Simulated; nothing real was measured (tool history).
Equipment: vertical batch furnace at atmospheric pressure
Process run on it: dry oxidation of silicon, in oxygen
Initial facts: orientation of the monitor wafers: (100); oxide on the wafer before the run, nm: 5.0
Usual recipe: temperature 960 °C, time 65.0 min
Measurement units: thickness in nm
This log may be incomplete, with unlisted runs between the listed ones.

run     day  temperature  time  read-back reference wafer on the same gauge, thickness  thickness
  1   0.000          960  65.0                                                   45.81      40.43
  2   2.162          960  65.0                                                   45.87      40.61
  3   4.604          960  65.0                                                   45.82      40.44
  4   6.038          960  65.0                                                   45.91      40.32
  5   8.096          960  65.0                                                   45.81      40.66
  6  10.033          971  65.0                                                   45.97      43.66
  7  17.867          960  65.0                                                   45.87      40.78
  8  19.775          960  65.0                                                   45.90      40.53
  9  20.867          960  65.0                                                   45.78      40.72
 10  22.842          960  65.0                                                   45.86      41.00
 11  24.458          953  65.0                                                   45.87      38.41
 12  27.421          953  65.0                                                   45.94      38.16
 13  28.788          960  65.0                                                   45.85      40.32
 14  29.925          960  65.0                                                   45.86      40.92
 15  32.800          960  65.0                                                   45.75      40.62
 16  34.400          960  65.0                                                   45.92      40.68
 17  37.058          960  65.0                                                   45.84      40.56
     40.000  -- thermocouples replaced and temperature profile calibrated
 18  40.021          960  44.5                                                   46.00      32.94
 19  42.088          960  65.0                                                   45.87      41.44
 20  43.554          960  65.0                                                   45.91      41.60
 21  52.017          947  36.5                                                   45.93      26.46
 22  53.150          952  51.5                                                   45.85      33.93
     56.067  -- thermocouples replaced and temperature profile calibrated, repeated, since the last time left the tool worse
 23  56.088          953  48.0                                                   45.89      30.82
 24  57.471          960  79.0                                                   45.97      45.22
 25  60.346          960  65.0                                                   46.02      39.74
 26  62.762          960  65.0                                                   45.90      39.69
 27  64.662          970  65.0                                                   45.89      42.77
     65.408  -- gauge calibrated
 28  65.829          935  65.0                                                   45.98      31.22
 29  67.088          970  48.0                                                   45.92      35.36
 30  70.042          960  65.0                                                   45.94      39.41
     75.396  -- boat lift adjusted
 31  76.442          960  65.0                                                   45.84      40.16
 32  79.042          972  82.5                                                   45.89      50.80
 33  81.546          975  86.0                                                   45.92      53.11
 34  82.833          960  65.0                                                   45.91      39.60
 35  84.121          938  37.5                                                   46.02      23.12
 36  92.808          971  65.0                                                   45.97      42.81
 37  95.108          960  65.0                                                   45.90      39.83
 38  96.529          948  94.0                                                   45.94      45.27
 39  97.733          950  93.0                                                   45.93      46.21

Forecast each of these 4 alternatives for the next run:
  A  97.967          960  46.5                                                       ?          ?
  B  97.967          960  97.0                                                       ?          ?
  C  97.967          974  76.5                                                       ?          ?
  D  97.967          943  65.0                                                       ?          ?

run  read-back reference wafer on the same gauge, thickness  thickness
  A                                                   45.85      32.62
  B                                                   45.85      52.09
  C                                                   45.85      49.33
  D                                                   45.85      34.13
Stripped of hidden state, with their random variation kept, the same runs would have yielded:
run  thickness
  A      32.43
  B      51.77
  C      49.07
  D      33.89
